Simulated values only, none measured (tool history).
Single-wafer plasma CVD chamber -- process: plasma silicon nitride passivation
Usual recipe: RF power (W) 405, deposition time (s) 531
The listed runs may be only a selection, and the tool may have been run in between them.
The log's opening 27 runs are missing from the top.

run,hour,RF power (W),deposition time (s),wafers since the last listed run,hours since the last RF generator calibration,hours since the showerhead was replaced,hours since the gauge calibration,"read-back reference wafer on the same gauge, thickness_nm",mean film thickness on the monitor wafer (angstrom)
28,762.9,405,531,104,1295.0,3641.9,380.9,699.027,7492.67
# hour 772.4: showerhead replaced
# hour 785.0: RF generator calibrated
29,791.4,405,531,41,6.4,19.0,409.4,698.873,7700.99
30,824.3,360,531,108,39.3,51.9,442.3,699.058,7307.03
31,889.9,465,430,216,104.9,117.5,507.9,698.634,6621.34
32,908.2,425,562,60,123.2,135.8,526.2,698.513,8329.91
33,925.2,405,531,56,140.2,152.8,543.2,698.873,7699.81
34,955.6,405,433,100,170.6,183.2,573.6,699.183,6273.15
35,979.1,405,531,77,194.1,206.7,597.1,699.457,7675.79
36,1001.5,380,582,73,216.5,229.1,619.5,698.469,8203.06
37,1023.5,340,434,72,238.5,251.1,641.5,699.092,5801.87
38,1037.2,405,531,45,252.2,264.8,655.2,698.941,7680.66
39,1069.4,460,590,106,284.4,297.0,687.4,699.116,8974.96
40,1091.4,405,531,72,306.4,319.0,709.4,698.810,7673.05
41,1115.9,335,595,80,330.9,343.5,733.9,699.462,7863.34

Forecast each of these 3 alternatives for the next run:
A,1116.4,470,531,1,331.4,344.0,734.4,?,?
B,1116.4,460,475,1,331.4,344.0,734.4,?,?
C,1116.4,475,619,1,331.4,344.0,734.4,?,?

run,"read-back reference wafer on the same gauge, thickness_nm",mean film thickness on the monitor wafer (angstrom)
A,698.311,8184.21
B,698.311,7256.11
C,698.311,9582.23
Stripped of hidden state, with their random variation kept, the same runs would have yielded:
run,mean film thickness on the monitor wafer (angstrom)
A,8275.59
B,7337.13
C,9689.22
